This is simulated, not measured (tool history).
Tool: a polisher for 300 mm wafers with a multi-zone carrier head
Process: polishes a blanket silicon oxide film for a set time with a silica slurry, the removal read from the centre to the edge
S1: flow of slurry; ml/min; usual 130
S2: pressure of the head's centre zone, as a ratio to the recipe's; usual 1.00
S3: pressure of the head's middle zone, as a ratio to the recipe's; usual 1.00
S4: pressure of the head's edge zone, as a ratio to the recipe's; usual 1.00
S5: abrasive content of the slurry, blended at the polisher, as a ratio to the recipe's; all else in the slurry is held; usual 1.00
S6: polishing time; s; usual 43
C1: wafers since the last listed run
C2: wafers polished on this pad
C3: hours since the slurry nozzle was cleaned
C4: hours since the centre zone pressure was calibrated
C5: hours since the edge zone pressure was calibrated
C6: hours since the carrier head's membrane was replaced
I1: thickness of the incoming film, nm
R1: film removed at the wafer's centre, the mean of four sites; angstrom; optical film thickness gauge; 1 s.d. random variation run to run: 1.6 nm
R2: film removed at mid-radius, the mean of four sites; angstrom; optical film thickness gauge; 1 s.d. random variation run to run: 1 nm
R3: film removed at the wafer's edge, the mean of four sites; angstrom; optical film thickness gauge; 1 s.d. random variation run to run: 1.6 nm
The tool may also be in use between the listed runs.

Run 1, hour 0.0: usual settings but S1 145 ml/min, S2 0.95; C1 0; C2 1352; C3 60.0; C4 367.3; C5 264.6; C6 819.6; I1 1273.6. Result: R1 1080 angstrom, R2 1142 angstrom, R3 1125 angstrom.
At hour 19.7: worn pad replaced by a new one.
Run 2, hour 28.8: usual settings; C1 279; C2 103; C3 88.8; C4 396.1; C5 293.4; C6 848.4; I1 1245.0. Result: R1 1100 angstrom, R2 1094 angstrom, R3 1104 angstrom.
Run 3, hour 120.2: usual settings; C1 1031; C2 1134; C3 180.2; C4 487.5; C5 384.8; C6 939.8; I1 1260.5. Result: R1 1062 angstrom, R2 1073 angstrom, R3 1107 angstrom.
Run 4, hour 139.3: usual settings; C1 215; C2 1349; C3 199.3; C4 506.6; C5 403.9; C6 958.9; I1 1259.3. Result: R1 1073 angstrom, R2 1070 angstrom, R3 1094 angstrom.
At hour 159.1: worn pad replaced by a new one.
Run 5, hour 226.6: usual settings but S6 35 s; C1 939; C2 761; C3 286.6; C4 593.9; C5 491.2; C6 1046.2; I1 1272.1. Result: R1 838 angstrom, R2 846 angstrom, R3 873 angstrom.
Run 6, hour 247.9: usual settings but S6 35 s; C1 240; C2 1002; C3 307.9; C4 615.2; C5 512.5; C6 1067.5; I1 1248.9. Result: R1 861 angstrom, R2 838 angstrom, R3 868 angstrom.
At hour 250.6: centre zone pressure recalibrated.
Run 7, hour 262.4: usual settings; C1 141; C2 1143; C3 322.4; C4 11.8; C5 527.0; C6 1082.0; I1 1275.9. Result: R1 1000 angstrom, R2 1025 angstrom, R3 1046 angstrom.
At hour 273.0: carrier head's membrane replaced by a new one.
Run 8, hour 286.1: usual settings but S3 0.88, S4 0.88, S6 37 s; C1 210; C2 1354; C3 346.1; C4 35.5; C5 550.7; C6 13.1; I1 1264.0. Result: R1 869 angstrom, R2 779 angstrom, R3 860 angstrom.
At hour 294.6: edge zone pressure recalibrated.
Run 9, hour 311.5: usual settings; C1 263; C2 1618; C3 371.5; C4 60.9; C5 16.9; C6 38.5; I1 1238.9. Result: R1 1008 angstrom, R2 1001 angstrom, R3 1027 angstrom.
At hour 322.0: worn pad replaced by a new one.
Run 10, hour 345.6: usual settings but S1 165 ml/min, S5 0.90; C1 339; C2 265; C3 405.6; C4 95.0; C5 51.0; C6 72.6; I1 1282.3. Result: R1 1007 angstrom, R2 967 angstrom, R3 999 angstrom.
Run 11, hour 366.6: usual settings but S5 0.75; C1 236; C2 502; C3 426.6; C4 116.0; C5 72.0; C6 93.6; I1 1274.3. Result: R1 753 angstrom, R2 769 angstrom, R3 809 angstrom.
At hour 380.0: slurry nozzle cleaned.
Run 12, hour 393.2: usual settings but S1 145 ml/min, S3 1.05; C1 288; C2 791; C3 13.2; C4 142.6; C5 98.6; C6 120.2; I1 1253.6. Result: R1 1158 angstrom, R2 1193 angstrom, R3 1119 angstrom.
Run 13, hour 412.1: usual settings but S1 160 ml/min, S3 1.07, S4 1.03; C1 213; C2 1004; C3 32.1; C4 161.5; C5 117.5; C6 139.1; I1 1266.2. Result: R1 1167 angstrom, R2 1235 angstrom, R3 1176 angstrom.
Run 14, hour 436.4: usual settings; C1 274; C2 1278; C3 56.4; C4 185.8; C5 141.8; C6 163.4; I1 1271.3. Result: R1 1114 angstrom, R2 1109 angstrom, R3 1144 angstrom.
At hour 459.8: worn pad replaced by a new one.
Run 15, hour 467.6: usual settings but S4 0.90, S5 0.75, S6 37 s; C1 306; C2 87; C3 87.6; C4 217.0; C5 173.0; C6 194.6; I1 1254.3. Result: R1 746 angstrom, R2 736 angstrom, R3 717 angstrom.
Run 16, hour 486.0: usual settings but S1 115 ml/min, S3 0.97; C1 207; C2 295; C3 106.0; C4 235.4; C5 191.4; C6 213.0; I1 1274.3. Result: R1 1066 angstrom, R2 1033 angstrom, R3 1077 angstrom.
Run 17, hour 501.9: usual settings but S1 105 ml/min, S2 1.08, S4 1.11, S5 1.15; C1 179; C2 474; C3 121.9; C4 251.3; C5 207.3; C6 228.9; I1 1254.0. Result: R1 1236 angstrom, R2 1125 angstrom, R3 1230 angstrom.
Run 18, hour 516.9: usual settings; C1 169; C2 643; C3 136.9; C4 266.3; C5 222.3; C6 243.9; I1 1258.0. Result: R1 1084 angstrom, R2 1087 angstrom, R3 1108 angstrom.
Run 19, hour 532.3: usual settings but S3 1.07; C1 173; C2 817; C3 152.3; C4 281.7; C5 237.7; C6 259.3; I1 1261.1. Result: R1 1095 angstrom, R2 1139 angstrom, R3 1102 angstrom.
Run 20, hour 566.8: usual settings but S1 105 ml/min, S2 0.96, S6 34 s; C1 389; C2 1206; C3 186.8; C4 316.2; C5 272.2; C6 293.8; I1 1256.1. Result: R1 751 angstrom, R2 806 angstrom, R3 832 angstrom.
Run 21, hour 592.9: usual settings but S6 32 s; C1 294; C2 1501; C3 212.9; C4 342.3; C5 298.3; C6 319.9; I1 1249.6. Result: R1 793 angstrom, R2 788 angstrom, R3 798 angstrom.

What if the next run were any one of these 4? Each begins from the tool's condition after run 21:
Run A, hour 593.3: usual settings; C1 4; C2 1505; C3 213.3; C4 342.7; C5 298.7; C6 320.3; I1 1264.0. Result: R1 ?, R2 ?, R3 ?.
Run B, hour 593.3: usual settings but S1 165 ml/min, S3 0.95, S5 0.80; C1 4; C2 1505; C3 213.3; C4 342.7; C5 298.7; C6 320.3; I1 1264.0. Result: R1 ?, R2 ?, R3 ?.
Run C, hour 593.3: usual settings but S1 115 ml/min, S3 1.08; C1 4; C2 1505; C3 213.3; C4 342.7; C5 298.7; C6 320.3; I1 1264.0. Result: R1 ?, R2 ?, R3 ?.
Run D, hour 593.3: usual settings but S1 175 ml/min, S2 1.08, S5 1.25, S6 56 s; C1 4; C2 1505; C3 213.3; C4 342.7; C5 298.7; C6 320.3; I1 1264.0. Result: R1 ?, R2 ?, R3 ?.

run    R1    R2    R3
  A  1069  1070  1070
  B   945   899   924
  C  1030  1106  1046
  D  1859  1706  1672
With no hidden state in the tool, these same runs would have given:
run    R1    R2    R3
  A  1138  1131  1112
  B   993   940   954
  C  1105  1176  1090
  D  1950  1779  1724
